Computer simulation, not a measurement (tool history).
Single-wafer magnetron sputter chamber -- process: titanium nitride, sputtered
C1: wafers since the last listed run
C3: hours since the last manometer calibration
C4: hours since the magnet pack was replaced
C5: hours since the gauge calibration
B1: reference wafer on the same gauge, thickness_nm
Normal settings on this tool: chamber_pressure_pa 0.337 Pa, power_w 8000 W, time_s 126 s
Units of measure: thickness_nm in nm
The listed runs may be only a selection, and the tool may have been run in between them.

{"run": 1, "hour": 0.0, "chamber_pressure_pa": 0.337, "power_w": 9000, "time_s": 126, "C1": 0, "wafers on the sputter target": 3178, "C3": 1916.7, "C4": 4639.1, "C5": 891.5, "B1": 224.212, "thickness_nm": 227.764}
{"run": 2, "hour": 43.2, "chamber_pressure_pa": 0.337, "power_w": 9000, "time_s": 126, "C1": 320, "wafers on the sputter target": 3499, "C3": 1959.9, "C4": 4682.3, "C5": 934.7, "B1": 224.203, "thickness_nm": 227.67}
{"run": 3, "hour": 84.1, "chamber_pressure_pa": 0.249, "power_w": 8000, "time_s": 106, "C1": 303, "wafers on the sputter target": 3803, "C3": 2000.8, "C4": 4723.2, "C5": 975.6, "B1": 224.081, "thickness_nm": 184.355}
{"hour": 114.9, "done": "gauge calibrated"}
{"run": 4, "hour": 179.4, "chamber_pressure_pa": 0.249, "power_w": 8000, "time_s": 106, "C1": 707, "wafers on the sputter target": 4510, "C3": 2096.1, "C4": 4818.5, "C5": 64.5, "B1": 224.05, "thickness_nm": 184.055}
{"run": 5, "hour": 266.9, "chamber_pressure_pa": 0.337, "power_w": 8000, "time_s": 126, "C1": 649, "wafers on the sputter target": 5160, "C3": 2183.6, "C4": 4906, "C5": 152, "B1": 223.838, "thickness_nm": 205.382}
{"run": 6, "hour": 505.5, "chamber_pressure_pa": 0.337, "power_w": 8000, "time_s": 126, "C1": 1771, "wafers on the sputter target": 6931, "C3": 2422.2, "C4": 5144.6, "C5": 390.6, "B1": 224.052, "thickness_nm": 203.835}
{"hour": 571.5, "done": "capacitance manometer re-zeroed and calibrated"}
{"run": 7, "hour": 577.8, "chamber_pressure_pa": 0.337, "power_w": 8000, "time_s": 126, "C1": 477, "wafers on the sputter target": 7409, "C3": 6.3, "C4": 5216.9, "C5": 462.9, "B1": 224.175, "thickness_nm": 201.632}
{"run": 8, "hour": 636.3, "chamber_pressure_pa": 0.337, "power_w": 8000, "time_s": 126, "C1": 434, "wafers on the sputter target": 7843, "C3": 64.8, "C4": 5275.4, "C5": 521.4, "B1": 224.133, "thickness_nm": 201.993}
{"hour": 689.8, "done": "sputter target and shields replaced"}
{"run": 9, "hour": 731.3, "chamber_pressure_pa": 0.337, "power_w": 8000, "time_s": 126, "C1": 645, "wafers on the sputter target": 307, "C3": 159.8, "C4": 5370.4, "C5": 616.4, "B1": 223.84, "thickness_nm": 203.124}
{"run": 10, "hour": 798.6, "chamber_pressure_pa": 0.337, "power_w": 8000, "time_s": 126, "C1": 499, "wafers on the sputter target": 807, "C3": 227.1, "C4": 5437.7, "C5": 683.7, "B1": 223.665, "thickness_nm": 200.307}
{"hour": 858.7, "done": "capacitance manometer re-zeroed and calibrated, repeated, since the last time left the tool worse"}
{"run": 11, "hour": 859.2, "chamber_pressure_pa": 0.337, "power_w": 8000, "time_s": 126, "C1": 390, "wafers on the sputter target": 1198, "C3": 0.5, "C4": 5498.3, "C5": 744.3, "B1": 223.962, "thickness_nm": 209.63}
{"run": 12, "hour": 911.8, "chamber_pressure_pa": 0.337, "power_w": 8000, "time_s": 126, "C1": 390, "wafers on the sputter target": 1588, "C3": 53.1, "C4": 5550.9, "C5": 796.9, "B1": 223.784, "thickness_nm": 209.65}
{"run": 13, "hour": 999.5, "chamber_pressure_pa": 0.271, "power_w": 9800, "time_s": 148, "C1": 651, "wafers on the sputter target": 2239, "C3": 140.8, "C4": 5638.6, "C5": 884.6, "B1": 223.792, "thickness_nm": 302.649}
{"hour": 1092.7, "done": "gauge calibrated"}
{"hour": 1093.8, "done": "magnet pack replaced"}
{"run": 14, "hour": 1094.3, "chamber_pressure_pa": 0.337, "power_w": 8000, "time_s": 126, "C1": 644, "wafers on the sputter target": 2884, "C3": 235.6, "C4": 0.5, "C5": 1.6, "B1": 223.799, "thickness_nm": 208.426}
{"run": 15, "hour": 1142.6, "chamber_pressure_pa": 0.393, "power_w": 8000, "time_s": 149, "C1": 358, "wafers on the sputter target": 3242, "C3": 283.9, "C4": 48.8, "C5": 49.9, "B1": 224.109, "thickness_nm": 238.653}
{"run": 16, "hour": 1231.7, "chamber_pressure_pa": 0.268, "power_w": 8000, "time_s": 105, "C1": 661, "wafers on the sputter target": 3904, "C3": 373, "C4": 137.9, "C5": 139, "B1": 224.062, "thickness_nm": 181.669}
{"run": 17, "hour": 1275.4, "chamber_pressure_pa": 0.337, "power_w": 9000, "time_s": 126, "C1": 324, "wafers on the sputter target": 4228, "C3": 416.7, "C4": 181.6, "C5": 182.7, "B1": 223.861, "thickness_nm": 230.563}
{"run": 18, "hour": 1315.3, "chamber_pressure_pa": 0.439, "power_w": 8000, "time_s": 126, "C1": 296, "wafers on the sputter target": 4524, "C3": 456.6, "C4": 221.5, "C5": 222.6, "B1": 223.772, "thickness_nm": 197.094}
{"run": 19, "hour": 1435.5, "chamber_pressure_pa": 0.439, "power_w": 8000, "time_s": 114, "C1": 892, "wafers on the sputter target": 5417, "C3": 576.8, "C4": 341.7, "C5": 342.8, "B1": 223.943, "thickness_nm": 178.431}
{"run": 20, "hour": 1528.9, "chamber_pressure_pa": 0.284, "power_w": 9600, "time_s": 112, "C1": 693, "wafers on the sputter target": 6110, "C3": 670.2, "C4": 435.1, "C5": 436.2, "B1": 223.971, "thickness_nm": 222.381}

Pick out some run-to-run changes in thickness_nm. Of each, how much would a tool without hidden state show as well, from the settings, what came in and chance, and how much is left for the hidden state and any gauge scatter not in both results compared?
What the log doesn't record here: deposition rate above that of a new target (%); true argon pressure above the setpoint (%); gauge reads high (%).
Run 6 -> 7: capacitance manometer re-zeroed and calibrated. thickness_nm -2.203 nm: hidden state -3.086, all else +0.883.
Run 10 -> 11: capacitance manometer re-zeroed and calibrated, repeated, since the last time left the tool worse. thickness_nm +9.323 nm: hidden state +7.716, all else +1.607.
Run 12 -> 13: chamber_pressure_pa 0.337 -> 0.271, power_w 8000 -> 9800, time_s 126 -> 148. thickness_nm +92.999 nm: hidden state -0.149, all else +93.148.
Run 13 -> 14: chamber_pressure_pa 0.271 -> 0.337, power_w 9800 -> 8000, time_s 148 -> 126, gauge calibrated, magnet pack replaced. thickness_nm -94.223 nm: hidden state -0.153, all else -94.07.
